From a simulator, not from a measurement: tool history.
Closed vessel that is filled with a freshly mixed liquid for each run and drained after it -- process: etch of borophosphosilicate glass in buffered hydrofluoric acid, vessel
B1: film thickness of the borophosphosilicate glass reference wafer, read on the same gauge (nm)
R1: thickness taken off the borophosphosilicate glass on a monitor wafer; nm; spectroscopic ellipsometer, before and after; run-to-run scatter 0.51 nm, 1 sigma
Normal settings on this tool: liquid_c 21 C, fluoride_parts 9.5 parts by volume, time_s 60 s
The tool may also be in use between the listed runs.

{"run": 1, "day": 0.0, "liquid_c": 19.5, "fluoride_parts": 9.5, "time_s": 60, "B1": 60.01, "R1": 96.44}
{"run": 2, "day": 0.467, "liquid_c": 19.5, "fluoride_parts": 9.5, "time_s": 60, "B1": 60.02, "R1": 95.38}
{"run": 3, "day": 1.083, "liquid_c": 21, "fluoride_parts": 9.5, "time_s": 55, "B1": 59.99, "R1": 95.51}
{"run": 4, "day": 1.692, "liquid_c": 21, "fluoride_parts": 9.5, "time_s": 60, "B1": 60, "R1": 104.74}
{"run": 5, "day": 2.275, "liquid_c": 21, "fluoride_parts": 9.5, "time_s": 60, "B1": 60, "R1": 103.73}
{"run": 6, "day": 2.892, "liquid_c": 21, "fluoride_parts": 9.5, "time_s": 60, "B1": 60, "R1": 103.83}
{"run": 7, "day": 3.488, "liquid_c": 21, "fluoride_parts": 9.5, "time_s": 60, "B1": 59.96, "R1": 103.46}
{"run": 8, "day": 4.1, "liquid_c": 21, "fluoride_parts": 9.5, "time_s": 60, "B1": 59.99, "R1": 104.32}
{"run": 9, "day": 4.671, "liquid_c": 21, "fluoride_parts": 9.5, "time_s": 60, "B1": 59.99, "R1": 103.67}
{"run": 10, "day": 5.304, "liquid_c": 21, "fluoride_parts": 9.5, "time_s": 60, "B1": 59.98, "R1": 104.53}
{"run": 11, "day": 6.0, "liquid_c": 21, "fluoride_parts": 9.5, "time_s": 85, "B1": 59.97, "R1": 147.59}
{"day": 6.083, "done": "gauge calibrated"}
{"run": 12, "day": 6.738, "liquid_c": 21, "fluoride_parts": 9.5, "time_s": 85, "B1": 60.03, "R1": 147}
{"run": 13, "day": 7.404, "liquid_c": 21, "fluoride_parts": 9.5, "time_s": 60, "B1": 59.96, "R1": 105.15}
{"day": 7.496, "done": "thermometer replaced"}
{"run": 14, "day": 8.042, "liquid_c": 21, "fluoride_parts": 11.5, "time_s": 60, "B1": 60, "R1": 75.52}
{"day": 8.4, "done": "hydrofluoric acid flow meter replaced"}
{"run": 15, "day": 8.496, "liquid_c": 24.5, "fluoride_parts": 5.5, "time_s": 95, "B1": 59.98, "R1": 327.74}
{"run": 16, "day": 9.05, "liquid_c": 21, "fluoride_parts": 12.5, "time_s": 60, "B1": 59.99, "R1": 79.35}
{"run": 17, "day": 9.608, "liquid_c": 21, "fluoride_parts": 9.5, "time_s": 60, "B1": 59.99, "R1": 101.81}
{"run": 18, "day": 10.088, "liquid_c": 21, "fluoride_parts": 9.5, "time_s": 30, "B1": 60, "R1": 51.62}
{"run": 19, "day": 10.662, "liquid_c": 18.5, "fluoride_parts": 13, "time_s": 80, "B1": 60.03, "R1": 89.25}
{"run": 20, "day": 11.092, "liquid_c": 25.5, "fluoride_parts": 9.5, "time_s": 60, "B1": 59.99, "R1": 130.22}
{"run": 21, "day": 11.708, "liquid_c": 21, "fluoride_parts": 11.5, "time_s": 60, "B1": 60.05, "R1": 85.43}
{"run": 22, "day": 12.225, "liquid_c": 17, "fluoride_parts": 12.5, "time_s": 45, "B1": 59.98, "R1": 47.81}
{"run": 23, "day": 12.558, "liquid_c": 21, "fluoride_parts": 8.5, "time_s": 30, "B1": 60, "R1": 55.4}
{"run": 24, "day": 12.883, "liquid_c": 21, "fluoride_parts": 9.5, "time_s": 60, "B1": 60.01, "R1": 102.64}

Hidden state or all else? Some run-to-run changes of R1, split into what the settings, what came in and random variation would give without the hidden state, and what is left for the hidden state (with any gauge scatter that isn't in both results):
The tool's hidden condition here consists of: liquid hotter than its thermometer reads (K); hydrofluoric acid flow below the setpoint (%); gauge reads high (%).
Run 13 -> 14: fluoride_parts 9.5 -> 11.5, thermometer replaced. R1 -29.63 nm: hidden state -13.26, all else -16.37.
Run 14 -> 15: liquid_c 21 -> 24.5, fluoride_parts 11.5 -> 5.5, time_s 60 -> 95, hydrofluoric acid flow meter replaced. R1 +252.22 nm: hidden state +7.78, all else +244.44.
Run 15 -> 16: liquid_c 24.5 -> 21, fluoride_parts 5.5 -> 12.5, time_s 95 -> 60. R1 -248.39 nm: hidden state +3.08, all else -251.47.
